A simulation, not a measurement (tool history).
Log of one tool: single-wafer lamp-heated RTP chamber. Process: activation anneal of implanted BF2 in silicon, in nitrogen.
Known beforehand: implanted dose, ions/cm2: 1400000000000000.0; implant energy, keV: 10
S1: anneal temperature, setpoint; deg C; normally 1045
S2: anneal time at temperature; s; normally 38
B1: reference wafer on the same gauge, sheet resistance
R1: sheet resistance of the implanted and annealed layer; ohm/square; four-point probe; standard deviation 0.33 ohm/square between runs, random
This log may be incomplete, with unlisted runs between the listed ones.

run	hour	S1	S2	B1	R1
1	0	1045	38	150.98	124.73
2	47.7	1045	38	151.04	124.19
# hour 57.9: pyrometer window cleaned and pyrometer calibrated
3	86	1045	38	151.12	124.41
4	150.4	1045	38	151.04	124.03
5	255	1028	38	150.99	134.57
# hour 306: reflector plate cleaned
6	342.3	1028	38	151.07	138.13
# hour 359.3: gauge calibrated
7	404.2	1045	38	150.93	126.34
8	490.3	1045	38	150.99	126.04
9	546.4	1045	38	151.02	125.33
# hour 555: pyrometer window cleaned and pyrometer calibrated
10	644.4	1045	38	150.89	125.1
11	696.2	1045	38	151.04	125.18
12	773.3	1074	59	150.94	89.05
13	843.8	1016	55	151.04	135.46
# hour 874.3: reflector plate cleaned
14	943.3	1016	51	150.97	141.2
# hour 997.8: pyrometer window cleaned and pyrometer calibrated
15	1043.1	1019	38	151.03	145.71
16	1090.7	1045	38	151.07	125.92
17	1193.7	1045	38	151.01	125.39
# hour 1247.4: gauge calibrated
18	1289.6	1045	38	151.07	124.59
# hour 1376.4: pyrometer window cleaned and pyrometer calibrated
19	1385.8	1066	57	151.11	94.88
# hour 1430.8: reflector plate cleaned
20	1476.5	1067	45	151.18	101.62
21	1556	1058	44	151.05	110.59
22	1630.3	1045	38	151	126.23
23	1694.1	1027	47	150.98	131.33

Forecast each of these 4 alternatives for the next run:
A	1694.5	1045	38	?	?
B	1694.5	1074	28	?	?
C	1694.5	1022	45	?	?
D	1694.5	1045	19	?	?

run	B1	R1
A	150.93	125.2
B	150.93	104.34
C	150.93	136.19
D	150.93	141.83
Stripped of hidden state, with their random variation kept, the same runs would have yielded:
run	R1
A	127.38
B	107.04
C	138.74
D	144.8
